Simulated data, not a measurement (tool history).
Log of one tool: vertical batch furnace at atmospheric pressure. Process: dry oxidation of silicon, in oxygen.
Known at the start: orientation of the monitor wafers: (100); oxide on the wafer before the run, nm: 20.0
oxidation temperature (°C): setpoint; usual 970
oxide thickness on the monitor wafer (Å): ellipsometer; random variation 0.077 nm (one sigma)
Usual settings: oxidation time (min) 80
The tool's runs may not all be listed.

run,hour,oxidation temperature (°C),oxidation time (min),wafers since the last listed run,hours since the last temperature calibration,hours since the boat lift was adjusted,hours since the gauge calibration,"read-back reference wafer on the same gauge, thickness",oxide thickness on the monitor wafer (Å)
1,0,960,80,0,1041.6,4376,429.2,42.3,483.8
2,77.5,986,89.5,1103,1119.1,4453.5,506.7,42.31,601.3
3,136.4,986,89.5,838,1178,4512.4,565.6,42.29,600
4,178.8,951,80,603,1220.4,4554.8,608,42.31,456.9
5,280.4,951,80,1446,1322,4656.4,709.6,42.31,455.4
6,341,953,111.5,862,1382.6,4717,770.2,42.29,554
7,434.3,953,111.5,1327,1475.9,4810.3,863.5,42.31,554.9
# hour 536.8: thermocouples replaced and temperature profile calibrated
8,540.7,953,111.5,1172,3.9,4916.7,969.9,42.28,538.5
9,595.3,970,80,777,58.5,4971.3,1024.5,42.29,500.5
10,641.6,970,80,659,104.8,5017.6,1070.8,42.28,501.5
11,695.8,970,80,771,159,5071.8,1125,42.29,500.9
12,774.3,970,80,1117,237.5,5150.3,1203.5,42.32,504
13,833.2,989,113,838,296.4,5209.2,1262.4,42.29,692.2
# hour 853: gauge calibrated
# hour 946.2: boat lift adjusted
14,1051.5,994,56.5,2765,514.7,105.3,198.5,42.31,499.3
15,1104.6,953,111.5,755,567.8,158.4,251.6,42.32,562.1
16,1198,949,80,1329,661.2,251.8,345,42.29,456.8
17,1305.2,954,118,1525,768.4,359,452.2,42.32,586.7
18,1361.2,989,59,797,824.4,415,508.2,42.32,492
19,1412.6,949,103.5,731,875.8,466.4,559.6,42.31,525.1
20,1455.4,970,80,609,918.6,509.2,602.4,42.29,519.3
21,1546.5,979,111.5,1296,1009.7,600.3,693.5,42.31,662.8

Some steps in oxide thickness on the monitor wafer (Å) between neighbouring runs. How much of each would the tool show without its hidden state too (settings, what came in, random variation), and how much is left for the hidden state, with any gauge scatter that isn't in both results?
The hidden state here: true tube temperature minus thermocouple reading, K; monitor wafer colder than the profiled boat position, K; gauge reads high (%).
Run 7 -> 8: thermocouples replaced and temperature profile calibrated. oxide thickness on the monitor wafer (Å) -16.4: hidden state -16.7, all else +0.3.
Run 12 -> 13: oxidation temperature (°C) 970 -> 989, oxidation time (min) 80 -> 113. oxide thickness on the monitor wafer (Å) +188.2: hidden state -5.1, all else +193.3.
Run 13 -> 14: oxidation temperature (°C) 989 -> 994, oxidation time (min) 113 -> 56.5, gauge calibrated, boat lift adjusted. oxide thickness on the monitor wafer (Å) -192.9: hidden state +20.9, all else -213.8.
